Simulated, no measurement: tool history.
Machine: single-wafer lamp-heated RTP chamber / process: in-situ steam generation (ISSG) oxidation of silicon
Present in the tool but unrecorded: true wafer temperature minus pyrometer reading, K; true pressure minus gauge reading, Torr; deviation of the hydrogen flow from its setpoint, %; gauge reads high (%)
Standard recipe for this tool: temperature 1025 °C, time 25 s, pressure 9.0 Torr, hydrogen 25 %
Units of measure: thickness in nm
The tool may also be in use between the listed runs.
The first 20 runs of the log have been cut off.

| run | hour | temperature | time | pressure | hydrogen | wafers since the last listed run | wafers since the last pyrometer calibration | hours since the pressure gauge was zeroed | hours since the hydrogen flow controller was replaced | hours since the gauge calibration | read-back reference wafer on the same gauge, thickness | thickness |
|---|---|---|---|---|---|---|---|---|---|---|---|---|
| 21 | 1672.1 | 1025 | 25 | 10.2 | 25 | 644 | 3552 | 1109.1 | 959.7 | 912.1 | 9.291 | 7.772 |
| 22 | 1711.4 | 1025 | 25 | 9.0 | 25 | 410 | 3962 | 1148.4 | 999.0 | 951.4 | 9.291 | 7.937 |
| 23 | 1794.8 | 1025 | 29 | 9.0 | 32 | 870 | 4833 | 1231.8 | 1082.4 | 1034.8 | 9.293 | 9.007 |
| 24 | 1842.1 | 1025 | 20 | 9.0 | 25 | 493 | 5327 | 1279.1 | 1129.7 | 1082.1 | 9.285 | 7.084 |
| 25 | 1906.9 | 1025 | 25 | 9.0 | 30 | 676 | 6003 | 1343.9 | 1194.5 | 1146.9 | 9.288 | 8.241 |
|  | 1978.7 | pyrometer window cleaned and pyrometer calibrated |
| 26 | 1979.2 | 1025 | 25 | 9.0 | 25 | 671 | 5 | 1416.2 | 1266.8 | 1219.2 | 9.287 | 7.904 |
| 27 | 2032.0 | 1013 | 32 | 8.3 | 25 | 551 | 556 | 1469.0 | 1319.6 | 1272.0 | 9.287 | 8.495 |
| 28 | 2082.4 | 1025 | 15 | 9.0 | 25 | 526 | 1083 | 1519.4 | 1370.0 | 1322.4 | 9.283 | 6.189 |
| 29 | 2187.9 | 1025 | 25 | 9.0 | 25 | 1101 | 2184 | 1624.9 | 1475.5 | 1427.9 | 9.298 | 7.878 |
| 30 | 2259.0 | 1020 | 21 | 8.6 | 17 | 742 | 2927 | 1696.0 | 1546.6 | 1499.0 | 9.294 | 6.511 |

Forecast each of these 5 alternatives for the next run:
| A | 2259.5 | 1013 | 25 | 9.0 | 25 | 5 | 2932 | 1696.5 | 1547.1 | 1499.5 | ? | ? |
| B | 2259.5 | 1019 | 19 | 7.6 | 29 | 5 | 2932 | 1696.5 | 1547.1 | 1499.5 | ? | ? |
| C | 2259.5 | 1018 | 20 | 9.7 | 19 | 5 | 2932 | 1696.5 | 1547.1 | 1499.5 | ? | ? |
| D | 2259.5 | 1009 | 25 | 9.0 | 25 | 5 | 2932 | 1696.5 | 1547.1 | 1499.5 | ? | ? |
| E | 2259.5 | 1040 | 25 | 10.2 | 31 | 5 | 2932 | 1696.5 | 1547.1 | 1499.5 | ? | ? |

| run | read-back reference wafer on the same gauge, thickness | thickness |
|---|---|---|
| A | 9.283 | 7.509 |
| B | 9.283 | 7.102 |
| C | 9.283 | 6.417 |
| D | 9.283 | 7.372 |
| E | 9.283 | 8.811 |
What these runs would have given with no unlogged condition in the tool:
| run | thickness |
|---|---|
| A | 7.509 |
| B | 7.102 |
| C | 6.417 |
| D | 7.372 |
| E | 8.811 |
